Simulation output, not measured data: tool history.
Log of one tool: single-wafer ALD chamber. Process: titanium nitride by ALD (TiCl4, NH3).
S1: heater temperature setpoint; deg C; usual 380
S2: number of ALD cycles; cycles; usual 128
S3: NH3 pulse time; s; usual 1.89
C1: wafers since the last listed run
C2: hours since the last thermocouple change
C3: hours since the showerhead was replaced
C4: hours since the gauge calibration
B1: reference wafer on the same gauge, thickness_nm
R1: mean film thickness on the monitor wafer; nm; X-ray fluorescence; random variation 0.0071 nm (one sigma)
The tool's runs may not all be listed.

run	hour	S1	S2	S3	C1	C2	C3	C4	B1	R1
1	0	380	128	1.89	0	2411.5	4144.5	119.1	2.754	2.875
2	6.6	380	128	1.89	13	2418.1	4151.1	125.7	2.754	2.865
3	19.5	380	128	1.89	27	2431	4164	138.6	2.757	2.88
4	37.4	380	128	1.89	37	2448.9	4181.9	156.5	2.757	2.879
5	52.6	380	128	2.34	31	2464.1	4197.1	171.7	2.76	2.905
6	62.3	380	128	2.34	20	2473.8	4206.8	181.4	2.761	2.913
# hour 76.5: showerhead replaced
7	79.5	380	128	2.34	19	2491	3	198.6	2.762	2.91
8	90.2	380	128	1.89	22	2501.7	13.7	209.3	2.763	2.877
9	104.1	380	128	1.89	29	2515.6	27.6	223.2	2.766	2.874
10	110.3	380	128	1.2	13	2521.8	33.8	229.4	2.767	2.769
11	124.6	392	138	1.28	30	2536.1	48.1	243.7	2.767	3.055
# hour 127.2: gauge calibrated
# hour 133.1: thermocouple changed; heater temperature recalibrated
12	135.9	372	128	2.22	6	2.8	59.4	8.7	2.74	2.849
13	173.6	380	141	2.41	79	40.5	97.1	46.4	2.744	3.189
14	185.6	391	106	1.89	25	52.5	109.1	58.4	2.747	2.39
15	196.7	380	141	2.41	23	63.6	120.2	69.5	2.747	3.183
16	210.4	380	119	1.89	28	77.3	133.9	83.2	2.749	2.67

4 ways to go on from here, each from the tool as it stands after run 16. What would each give?
A	211.1	380	128	1.89	1	78	134.6	83.9	?	?
B	211.1	376	128	2.35	1	78	134.6	83.9	?	?
C	211.1	386	151	1.63	1	78	134.6	83.9	?	?
D	211.1	372	106	2.52	1	78	134.6	83.9	?	?

run	B1	R1
A	2.749	2.867
B	2.749	2.899
C	2.749	3.367
D	2.749	2.399
Without the tool's hidden state the same runs would have given:
run	R1
A	2.857
B	2.889
C	3.356
D	2.391
